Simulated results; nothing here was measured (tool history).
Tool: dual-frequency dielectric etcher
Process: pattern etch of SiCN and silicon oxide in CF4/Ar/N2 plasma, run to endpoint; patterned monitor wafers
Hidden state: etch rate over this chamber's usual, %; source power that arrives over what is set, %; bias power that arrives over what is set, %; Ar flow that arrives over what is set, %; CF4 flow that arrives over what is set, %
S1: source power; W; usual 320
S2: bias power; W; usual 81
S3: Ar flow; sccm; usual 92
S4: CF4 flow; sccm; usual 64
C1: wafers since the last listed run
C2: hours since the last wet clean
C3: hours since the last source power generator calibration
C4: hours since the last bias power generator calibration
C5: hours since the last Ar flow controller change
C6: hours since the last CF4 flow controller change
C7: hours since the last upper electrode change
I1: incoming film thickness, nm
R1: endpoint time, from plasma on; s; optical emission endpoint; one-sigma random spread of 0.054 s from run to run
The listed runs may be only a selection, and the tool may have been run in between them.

run    hour   S1  S2   S3  S4    C1     C2      C3      C4      C5      C6      C7    I1    R1
  1     0.0  320  81   92  72     0  392.2  3760.1  3681.0  4185.0  3930.6  5079.6  8.82  12.8
       43.8  -- wet clean of the chamber
  2    66.1  320  81   92  72   623   22.3  3826.2  3747.1  4251.1  3996.7  5145.7  8.83  12.1
  3   127.0  320  81   92  64   901   83.2  3887.1  3808.0  4312.0  4057.6  5206.6  8.82  12.4
  4   167.2  320  81   92  64   595  123.4  3927.3  3848.2  4352.2  4097.8  5246.8  8.81  12.6
  5   233.7  320  81   92  64   984  189.9  3993.8  3914.7  4418.7  4164.3  5313.3  8.83  12.6
  6   273.8  320  81   92  64   593  230.0  4033.9  3954.8  4458.8  4204.4  5353.4  8.73  12.5
  7   299.4  320  81   92  64   378  255.6  4059.5  3980.4  4484.4  4230.0  5379.0  8.87  12.7
  8   333.9  320  81   87  64   510  290.1  4094.0  4014.9  4518.9  4264.5  5413.5  8.86  12.7
  9   401.7  320  81   92  71  1003  357.9  4161.8  4082.7  4586.7  4332.3  5481.3  8.72  12.5
      448.9  -- wet clean of the chamber
 10   460.5  320  81   92  71   515   11.6  4220.6  4141.5  4645.5  4391.1  5540.1  8.80  12.3
 11   492.0  320  81   92  71   466   43.1  4252.1  4173.0  4677.0  4422.6  5571.6  8.81  12.3
      584.0  -- upper electrode replaced
 12   667.6  320  81  104  64  2244  218.7  4427.7  4348.6  4852.6  4598.2    83.6  8.87  13.0
      674.8  -- Ar flow controller replaced
 13   726.1  320  81   92  64   777  277.2  4486.2  4407.1    51.3  4656.7   142.1  8.73  12.7
 14   776.3  320  81  112  64   743  327.4  4536.4  4457.3   101.5  4706.9   192.3  8.78  13.1
 15   806.5  320  81   92  64   447  357.6  4566.6  4487.5   131.7  4737.1   222.5  8.82  12.9
      826.8  -- CF4 flow controller replaced
      841.9  -- source power generator calibrated
      887.3  -- wet clean of the chamber
 16   887.8  320  81   92  74   700    0.5    45.9  4568.8   213.0    61.0   303.8  8.71  12.0
 17   911.1  260  81   92  64   344   23.8    69.2  4592.1   236.3    84.3   327.1  8.83  14.2
      923.6  -- bias power generator calibrated
 18   954.0  280  98   76  73   575   66.7   112.1    30.4   279.2   127.2   370.0  8.84  12.1
 19   998.8  250  81   92  64   663  111.5   156.9    75.2   324.0   172.0   414.8  8.74  14.5
 20  1070.3  320  98  113  51  1058  183.0   228.4   146.7   395.5   243.5   486.3  8.78  12.2
 21  1094.6  320  81   98  74   359  207.3   252.7   171.0   419.8   267.8   510.6  8.81  12.5
 22  1163.2  390  81   92  78  1015  275.9   321.3   239.6   488.4   336.4   579.2  8.78  11.0
 23  1218.1  320  81  102  64   812  330.8   376.2   294.5   543.3   391.3   634.1  8.80  13.1

Below, some changes in R1 between adjacent runs. For each, the amount present without the hidden state too (settings, incoming material, random variation) and the amount remaining for the hidden state with gauge scatter not shared by both compared results:
Run 1 -> 2: wet clean of the chamber. R1 -0.7 s: hidden state -0.5, all else -0.2.
Run 15 -> 16: S4 64 -> 74, CF4 flow controller replaced, source power generator calibrated, wet clean of the chamber. R1 -0.9 s: hidden state -0.6, all else -0.3.
Run 18 -> 19: S1 280 -> 250, S2 98 -> 81, S3 76 -> 92, S4 73 -> 64. R1 +2.4 s: hidden state +0.1, all else +2.3.
Run 19 -> 20: S1 250 -> 320, S2 81 -> 98, S3 92 -> 113, S4 64 -> 51. R1 -2.3 s: hidden state +0.0, all else -2.3.
